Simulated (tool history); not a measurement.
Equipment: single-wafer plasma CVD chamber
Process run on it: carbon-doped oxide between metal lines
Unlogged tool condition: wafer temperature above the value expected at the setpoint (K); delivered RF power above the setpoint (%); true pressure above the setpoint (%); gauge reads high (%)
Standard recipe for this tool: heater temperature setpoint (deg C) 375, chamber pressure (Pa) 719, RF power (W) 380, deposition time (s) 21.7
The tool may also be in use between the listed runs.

run   hour  heater temperature setpoint (deg C)  chamber pressure (Pa)  RF power (W)  deposition time (s)  wafers since the last listed run  hours since the last thermocouple change  hours since the last RF generator calibration  hours since the last manometer calibration  hours since the showerhead was replaced  hours since the gauge calibration  read-back reference wafer on the same gauge, thickness_nm  mean film thickness on the monitor wafer (Å)
  1      0                                  375                    719           380                 21.7                                 0                                    1472.1                                         1361.3                                      1143.8                                     4265                               60.3                                                     71.114                                        856.22
  2   25.4                                  375                    719           380                 21.7                              1084                                    1497.5                                         1386.7                                      1169.2                                   4290.4                               85.7                                                     71.102                                           857
  3   65.4                                  375                    719           380                 21.7                              1708                                    1537.5                                         1426.7                                      1209.2                                   4330.4                              125.7                                                     71.094                                        856.52
  4   89.6                                  375                    719           380                 21.7                              1033                                    1561.7                                         1450.9                                      1233.4                                   4354.6                              149.9                                                     71.111                                        851.12
  5  121.4                                  375                    719           380                 21.7                              1358                                    1593.5                                         1482.7                                      1265.2                                   4386.4                              181.7                                                     71.088                                        854.36
  6  157.1                                  375                    719           380                 21.7                              1524                                    1629.2                                         1518.4                                      1300.9                                   4422.1                              217.4                                                     71.126                                        852.91
  7  184.2                                  375                    719           380                 21.7                              1157                                    1656.3                                         1545.5                                        1328                                   4449.2                              244.5                                                     71.095                                        850.56
     254.4  -- thermocouple changed; heater temperature recalibrated
  8  254.9                                  369                    719           380                 18.4                              2678                                       0.5                                         1616.2                                      1398.7                                   4519.9                              315.2                                                     71.102                                        734.37
     309.2  -- gauge calibrated
       315  -- RF generator calibrated
  9  315.5                                  371                    668           455                 23.8                              2246                                      61.1                                            0.5                                      1459.3                                   4580.5                                6.3                                                     71.059                                       1063.71
     324.3  -- showerhead replaced
 10  341.5                                  375                    719           350                 21.7                               768                                      87.1                                           26.5                                      1485.3                                     17.2                               32.3                                                     71.141                                        757.22
 11    389                                  375                    719           325                 21.7                              2029                                     134.6                                             74                                      1532.8                                     64.7                               79.8                                                     71.102                                        699.27
       399  -- RF generator calibrated, repeated, since the last time left the tool worse
     401.4  -- capacitance manometer re-zeroed and calibrated
 12  423.2                                  362                    664           380                 21.7                              1018                                     168.8                                           24.2                                        21.8                                     98.9                                114                                                     71.086                                        897.18
 13  493.1                                  375                    719           380                 21.7                              2985                                     238.7                                           94.1                                        91.7                                    168.8                              183.9                                                      71.15                                         875.1
 14  522.1                                  375                    719           380                 21.7                              1238                                     267.7                                          123.1                                       120.7                                    197.8                              212.9                                                     71.153                                        873.63

How the hidden state differs across the entries between the runs, from the last listed run before each to the first after it:
Logged between run 7 and run 8: thermocouple changed; heater temperature recalibrated (hour 254.4)
  delivered RF power above the setpoint (%): -3.14 -> -3.28
  measured result minus the result with no hidden state, mean film thickness on the monitor wafer (Å): -27.18 -> -24.54
Logged between run 8 and run 9: gauge calibrated (hour 309.2); RF generator calibrated (hour 315)
  delivered RF power above the setpoint (%): -3.28 -> -6.67
  measured result minus the result with no hidden state, mean film thickness on the monitor wafer (Å): -24.54 -> -67.23
Logged between run 9 and run 10: showerhead replaced (hour 324.3)
  delivered RF power above the setpoint (%): -6.67 -> -6.72
  measured result minus the result with no hidden state, mean film thickness on the monitor wafer (Å): -67.23 -> -54.04
Logged between run 11 and run 12: RF generator calibrated, repeated, since the last time left the tool worse (hour 399); capacitance manometer re-zeroed and calibrated (hour 401.4)
  delivered RF power above the setpoint (%): -6.82 -> -0.415
  measured result minus the result with no hidden state, mean film thickness on the monitor wafer (Å): -52.81 -> -3.67
